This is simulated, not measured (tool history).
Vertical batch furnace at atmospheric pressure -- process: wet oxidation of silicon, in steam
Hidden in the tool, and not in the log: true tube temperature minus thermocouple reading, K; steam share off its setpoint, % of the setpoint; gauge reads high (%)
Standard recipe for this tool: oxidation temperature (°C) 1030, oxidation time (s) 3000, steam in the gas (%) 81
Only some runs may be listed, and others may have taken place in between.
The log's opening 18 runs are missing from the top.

| run | hour | oxidation temperature (°C) | oxidation time (s) | steam in the gas (%) | wafers since the last listed run | hours since the last temperature calibration | hours since the steam generator was serviced | hours since the gauge calibration | read-back reference wafer on the same gauge, thickness | oxide thickness on the monitor wafer (nm) |
|---|---|---|---|---|---|---|---|---|---|---|
| 19 | 822.7 | 1013 | 3000 | 81 | 329 | 2826.1 | 244.1 | 1360.7 | 334.82 | 388 |
|  | 883.2 | thermocouples replaced and temperature profile calibrated |
| 20 | 883.7 | 1047 | 2370 | 71 | 312 | 0.5 | 305.1 | 1421.7 | 335.05 | 369.29 |
| 21 | 926.4 | 1030 | 3000 | 81 | 360 | 43.2 | 347.8 | 1464.4 | 335.17 | 416.43 |
| 22 | 954.4 | 1030 | 3000 | 81 | 236 | 71.2 | 375.8 | 1492.4 | 334.84 | 416.63 |
| 23 | 980.1 | 1038 | 3000 | 70 | 216 | 96.9 | 401.5 | 1518.1 | 335.03 | 398.08 |
| 24 | 1037.1 | 1030 | 3000 | 76 | 480 | 153.9 | 458.5 | 1575.1 | 334.94 | 401.65 |
| 25 | 1080.1 | 1030 | 3000 | 81 | 362 | 196.9 | 501.5 | 1618.1 | 334.88 | 417.35 |
| 26 | 1136.3 | 1021 | 4410 | 77 | 474 | 253.1 | 557.7 | 1674.3 | 335.06 | 487.63 |
|  | 1142.2 | gauge calibrated |
| 27 | 1289.8 | 1030 | 3000 | 81 | 1295 | 406.6 | 711.2 | 147.6 | 334.84 | 417.26 |
| 28 | 1323.2 | 1030 | 3000 | 81 | 281 | 440 | 744.6 | 181 | 334.96 | 417.08 |
| 29 | 1386.7 | 1030 | 3000 | 93 | 535 | 503.5 | 808.1 | 244.5 | 334.83 | 457.15 |
| 30 | 1436 | 1019 | 3600 | 90 | 416 | 552.8 | 857.4 | 293.8 | 335.28 | 470.92 |
| 31 | 1491 | 1051 | 2370 | 81 | 464 | 607.8 | 912.4 | 348.8 | 334.95 | 407.49 |
| 32 | 1525.6 | 1017 | 2490 | 87 | 291 | 642.4 | 947 | 383.4 | 334.7 | 359.08 |
| 33 | 1559.5 | 1038 | 3720 | 77 | 286 | 676.3 | 980.9 | 417.3 | 334.95 | 486.7 |
| 34 | 1615.4 | 1030 | 3000 | 81 | 471 | 732.2 | 1036.8 | 473.2 | 335.07 | 419.9 |

Branching from run 34: 5 alternative next runs. What would each branch give?
| A | 1620 | 1051 | 3000 | 81 | 38 | 736.8 | 1041.4 | 477.8 | ? | ? |
| B | 1620 | 1048 | 3750 | 81 | 38 | 736.8 | 1041.4 | 477.8 | ? | ? |
| C | 1620 | 1015 | 3000 | 81 | 38 | 736.8 | 1041.4 | 477.8 | ? | ? |
| D | 1620 | 1023 | 1980 | 81 | 38 | 736.8 | 1041.4 | 477.8 | ? | ? |
| E | 1620 | 1055 | 3000 | 81 | 38 | 736.8 | 1041.4 | 477.8 | ? | ? |

| run | read-back reference wafer on the same gauge, thickness | oxide thickness on the monitor wafer (nm) |
|---|---|---|
| A | 335.06 | 471.39 |
| B | 335.06 | 529.99 |
| C | 335.06 | 383.16 |
| D | 335.06 | 309.9 |
| E | 335.06 | 481.21 |
What these runs would have given with no unlogged condition in the tool:
| run | oxide thickness on the monitor wafer (nm) |
|---|---|
| A | 468.13 |
| B | 526.43 |
| C | 379.89 |
| D | 307.19 |
| E | 477.93 |
